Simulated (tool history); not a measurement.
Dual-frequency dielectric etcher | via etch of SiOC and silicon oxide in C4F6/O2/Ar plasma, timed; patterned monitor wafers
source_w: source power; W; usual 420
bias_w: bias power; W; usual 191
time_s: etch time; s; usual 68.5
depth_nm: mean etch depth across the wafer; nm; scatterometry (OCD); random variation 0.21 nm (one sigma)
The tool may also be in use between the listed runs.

run,day,source_w,bias_w,time_s,"read-back reference wafer on the same gauge, depth_nm",depth_nm
1,0.000,420,191,68.5,73.9,82.8
2,2.292,420,191,68.5,73.9,82.6
3,3.333,420,191,68.5,73.9,83.0
4,4.579,420,191,68.5,73.9,82.8
5,5.896,420,191,68.5,73.8,83.1
6,7.921,420,191,68.5,73.9,82.4
7,8.696,420,191,68.5,73.9,82.2
8,14.533,420,191,68.5,73.9,82.4
9,17.279,420,191,68.5,73.9,82.5
10,18.654,420,191,68.5,73.9,82.4
11,20.538,420,191,68.5,73.9,83.1
12,23.142,420,191,68.5,73.9,82.9
13,25.838,420,191,68.5,73.9,83.0
14,28.254,420,191,68.5,73.9,81.9
15,28.667,520,191,54.5,73.9,71.2
16,30.596,420,191,79.5,74.0,95.1
17,33.588,420,191,68.5,73.9,82.4
18,33.796,420,191,68.5,73.9,82.0
19,35.512,420,191,68.5,73.9,82.1
20,38.233,420,191,68.5,73.9,82.6
21,39.996,510,215,87.0,73.9,118.3
22,41.862,380,179,68.5,73.9,77.3
23,44.512,420,203,68.5,73.9,86.4
24,47.362,420,191,51.5,73.9,63.6
25,48.362,420,191,51.5,73.9,63.4
26,51.592,420,191,68.5,73.9,83.4
27,52.625,390,191,81.5,73.9,96.0
28,54.988,390,191,49.0,73.8,57.8
29,57.292,390,191,63.0,73.9,74.5
30,59.842,420,191,68.5,73.9,83.4
31,62.604,420,191,86.5,73.9,105.8

Not shown: 7 entries that the log had between the listed runs. Between which runs, and how does the tool's hidden state differ before and after?
Between runs 5 and 6: wet clean of the chamber (day 7.900)
  etch rate over this chamber's usual, %: 0.902 -> 0.0801; bias power that arrives over what is set, %: -4.56 -> -4.58
  measured less the result without the state, depth_nm: -0.7 -> -1.4 nm
Between runs 13 and 14: wet clean of the chamber (day 28.233)
  etch rate over this chamber's usual, %: 0.998 -> 0.031; bias power that arrives over what is set, %: -4.72 -> -4.74
  measured less the result without the state, depth_nm: -0.7 -> -1.6 nm
Between runs 16 and 17: upper electrode replaced (day 33.567)
  etch rate over this chamber's usual, %: 0.151 -> 0.304; bias power that arrives over what is set, %: -4.75 -> -4.77
  measured less the result without the state, depth_nm: -1.7 -> -1.3 nm
Between runs 18 and 19: source power generator calibrated (day 35.108)
  etch rate over this chamber's usual, %: 0.315 -> 0.403; bias power that arrives over what is set, %: -4.77 -> -4.78
  measured less the result without the state, depth_nm: -1.3 -> -1.3 nm
Between runs 22 and 23: bias power generator calibrated (day 44.362)
  etch rate over this chamber's usual, %: 0.728 -> 0.864; bias power that arrives over what is set, %: -4.81 -> 0.184
  measured less the result without the state, depth_nm: -0.9 -> +0.8 nm
Between runs 24 and 25: gauge calibrated (day 47.825)
  etch rate over this chamber's usual, %: 1.01 -> 1.06; bias power that arrives over what is set, %: -0.0771 -> -0.166
  measured less the result without the state, depth_nm: +0.7 -> +0.7 nm
Between runs 25 and 26: wet clean of the chamber (day 51.571)
  etch rate over this chamber's usual, %: 1.06 -> -0.181; bias power that arrives over what is set, %: -0.166 -> -0.44
  measured less the result without the state, depth_nm: +0.7 -> -0.3 nm
